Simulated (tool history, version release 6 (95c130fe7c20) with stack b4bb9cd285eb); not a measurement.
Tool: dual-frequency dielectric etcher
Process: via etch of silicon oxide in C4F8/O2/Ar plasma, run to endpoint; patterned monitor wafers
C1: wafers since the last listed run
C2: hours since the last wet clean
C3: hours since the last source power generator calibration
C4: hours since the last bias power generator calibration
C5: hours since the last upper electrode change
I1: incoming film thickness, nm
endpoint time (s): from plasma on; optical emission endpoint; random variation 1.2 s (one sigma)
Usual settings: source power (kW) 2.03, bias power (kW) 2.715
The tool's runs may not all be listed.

Run 1, day 0: usual settings but bias power (kW) 2.525; C1 0; C2 105.2; C3 1063.2; C4 2358.3; C5 3860.9; I1 1545.9. Result: endpoint time (s) 271.
Run 2, day 1.242: usual settings but source power (kW) 1.89, bias power (kW) 2.496; C1 199; C2 135; C3 1093; C4 2388.1; C5 3890.7; I1 1562.9. Result: endpoint time (s) 285.2.
Run 3, day 4.238: usual settings but source power (kW) 1.89, bias power (kW) 2.496; C1 481; C2 206.9; C3 1164.9; C4 2460; C5 3962.6; I1 1556.3. Result: endpoint time (s) 280.5.
Run 4, day 6.467: usual settings but source power (kW) 1.89, bias power (kW) 2.496; C1 358; C2 260.4; C3 1218.4; C4 2513.5; C5 4016.1; I1 1545.9. Result: endpoint time (s) 280.8.
Run 5, day 9.233: usual settings; C1 444; C2 326.8; C3 1284.8; C4 2579.9; C5 4082.5; I1 1552.2. Result: endpoint time (s) 269.1.
Run 6, day 10.846: usual settings; C1 259; C2 365.5; C3 1323.5; C4 2618.6; C5 4121.2; I1 1544.9. Result: endpoint time (s) 266.1.
Run 7, day 11.888: usual settings; C1 167; C2 390.5; C3 1348.5; C4 2643.6; C5 4146.2; I1 1553.8. Result: endpoint time (s) 270.1.
Run 8, day 13.2: usual settings; C1 210; C2 422; C3 1380; C4 2675.1; C5 4177.7; I1 1549.4. Result: endpoint time (s) 268.7.
Run 9, day 14.733: usual settings; C1 246; C2 458.8; C3 1416.8; C4 2711.9; C5 4214.5; I1 1546.1. Result: endpoint time (s) 268.6.
At day 16.517: wet clean of the chamber.
Run 10, day 17.558: usual settings; C1 293; C2 25; C3 1484.6; C4 2779.7; C5 4282.3; I1 1537.1. Result: endpoint time (s) 265.8.
Run 11, day 20.067: usual settings; C1 403; C2 85.2; C3 1544.8; C4 2839.9; C5 4342.5; I1 1542. Result: endpoint time (s) 266.
Run 12, day 21.258: usual settings; C1 191; C2 113.8; C3 1573.4; C4 2868.5; C5 4371.1; I1 1552.2. Result: endpoint time (s) 268.7.
Run 13, day 22.592: usual settings; C1 214; C2 145.8; C3 1605.4; C4 2900.5; C5 4403.1; I1 1552.1. Result: endpoint time (s) 269.1.
Run 14, day 23.608: usual settings; C1 163; C2 170.2; C3 1629.8; C4 2924.9; C5 4427.5; I1 1542.9. Result: endpoint time (s) 266.5.
Run 15, day 26.012: usual settings; C1 386; C2 227.9; C3 1687.5; C4 2982.6; C5 4485.2; I1 1558.1. Result: endpoint time (s) 270.4.
At day 27.171: source power generator calibrated.
Run 16, day 28.696: usual settings but bias power (kW) 2.573; C1 404; C2 292.3; C3 36.6; C4 3047; C5 4549.6; I1 1545.3. Result: endpoint time (s) 263.6.
At day 31.225: upper electrode replaced.
Run 17, day 31.246: usual settings but bias power (kW) 2.573; C1 249; C2 353.5; C3 97.8; C4 3108.2; C5 0.5; I1 1551.8. Result: endpoint time (s) 269.5.
Run 18, day 33.458: usual settings but source power (kW) 1.8, bias power (kW) 2.14; C1 355; C2 406.6; C3 150.9; C4 3161.3; C5 53.6; I1 1540.6. Result: endpoint time (s) 288.3.
Run 19, day 34.754: usual settings but source power (kW) 1.75, bias power (kW) 2.099; C1 208; C2 437.7; C3 182; C4 3192.4; C5 84.7; I1 1546.1. Result: endpoint time (s) 296.3.
Run 20, day 37.258: usual settings but bias power (kW) 3.262; C1 402; C2 497.8; C3 242.1; C4 3252.5; C5 144.8; I1 1552.6. Result: endpoint time (s) 254.
At day 39.892: wet clean of the chamber.
Run 21, day 39.912: usual settings but source power (kW) 1.75, bias power (kW) 2.099; C1 265; C2 0.5; C3 305.8; C4 3316.2; C5 208.5; I1 1534.3. Result: endpoint time (s) 293.6.
Run 22, day 40.888: usual settings but source power (kW) 1.84, bias power (kW) 2.185; C1 156; C2 23.9; C3 329.2; C4 3339.6; C5 231.9; I1 1543.5. Result: endpoint time (s) 291.
Run 23, day 43.029: usual settings; C1 344; C2 75.3; C3 380.6; C4 3391; C5 283.3; I1 1551.6. Result: endpoint time (s) 267.
Run 24, day 48.3: usual settings; C1 847; C2 201.8; C3 507.1; C4 3517.5; C5 409.8; I1 1544.3. Result: endpoint time (s) 265.4.
Run 25, day 50.438: usual settings but source power (kW) 1.84, bias power (kW) 2.185; C1 343; C2 253.1; C3 558.4; C4 3568.8; C5 461.1; I1 1534.2. Result: endpoint time (s) 288.1.
Run 26, day 51.662: usual settings; C1 196; C2 282.5; C3 587.8; C4 3598.2; C5 490.5; I1 1540.7. Result: endpoint time (s) 263.4.
Run 27, day 53.196: usual settings but source power (kW) 1.63, bias power (kW) 3.245; C1 246; C2 319.3; C3 624.6; C4 3635; C5 527.3; I1 1535.8. Result: endpoint time (s) 274.6.
Run 28, day 55.454: usual settings but source power (kW) 1.81; C1 363; C2 373.5; C3 678.8; C4 3689.2; C5 581.5; I1 1557. Result: endpoint time (s) 280.4.
At day 58.471: wet clean of the chamber.
Run 29, day 60.438: usual settings but source power (kW) 1.61; C1 640; C2 47.2; C3 798.4; C4 3808.8; C5 701.1; I1 1538.3. Result: endpoint time (s) 291.2.
At day 61.767: bias power generator calibrated.
Run 30, day 66.904: usual settings but bias power (kW) 3.141; C1 1012; C2 202.4; C3 953.6; C4 123.3; C5 856.3; I1 1545.4. Result: endpoint time (s) 258.2.
Run 31, day 67.975: usual settings; C1 172; C2 228.1; C3 979.3; C4 149; C5 882; I1 1553.9. Result: endpoint time (s) 266.9.
Run 32, day 69.767: usual settings but bias power (kW) 3.128; C1 288; C2 271.1; C3 1022.3; C4 192; C5 925; I1 1536.1. Result: endpoint time (s) 257.6.
Run 33, day 72.442: usual settings but source power (kW) 1.55, bias power (kW) 2.144; C1 430; C2 335.3; C3 1086.5; C4 256.2; C5 989.2; I1 1542.3. Result: endpoint time (s) 310.5.
Run 34, day 74.033: usual settings but source power (kW) 2.51, bias power (kW) 3.259; C1 255; C2 373.5; C3 1124.7; C4 294.4; C5 1027.4; I1 1547.2. Result: endpoint time (s) 235.1.
Run 35, day 75.996: usual settings but source power (kW) 1.86, bias power (kW) 2.087; C1 315; C2 420.6; C3 1171.8; C4 341.5; C5 1074.5; I1 1553.4. Result: endpoint time (s) 296.4.
Run 36, day 78.912: usual settings but source power (kW) 1.64, bias power (kW) 3.362; C1 468; C2 490.6; C3 1241.8; C4 411.5; C5 1144.5; I1 1543.5. Result: endpoint time (s) 274.7.

Forecast each of these 3 alternatives for the next run:
Run A, day 78.933: usual settings; C1 3; C2 491.1; C3 1242.3; C4 412; C5 1145; I1 1537.7. Result: endpoint time (s) ?.
Run B, day 78.933: usual settings but source power (kW) 1.68, bias power (kW) 2.483; C1 3; C2 491.1; C3 1242.3; C4 412; C5 1145; I1 1537.7. Result: endpoint time (s) ?.
Run C, day 78.933: usual settings but source power (kW) 1.68, bias power (kW) 2.116; C1 3; C2 491.1; C3 1242.3; C4 412; C5 1145; I1 1537.7. Result: endpoint time (s) ?.

run  endpoint time (s)
  A              265.2
  B              291.2
  C              301.4
Without the tool's hidden state the same runs would have given:
run  endpoint time (s)
  A              260.2
  B              285.7
  C              295.6
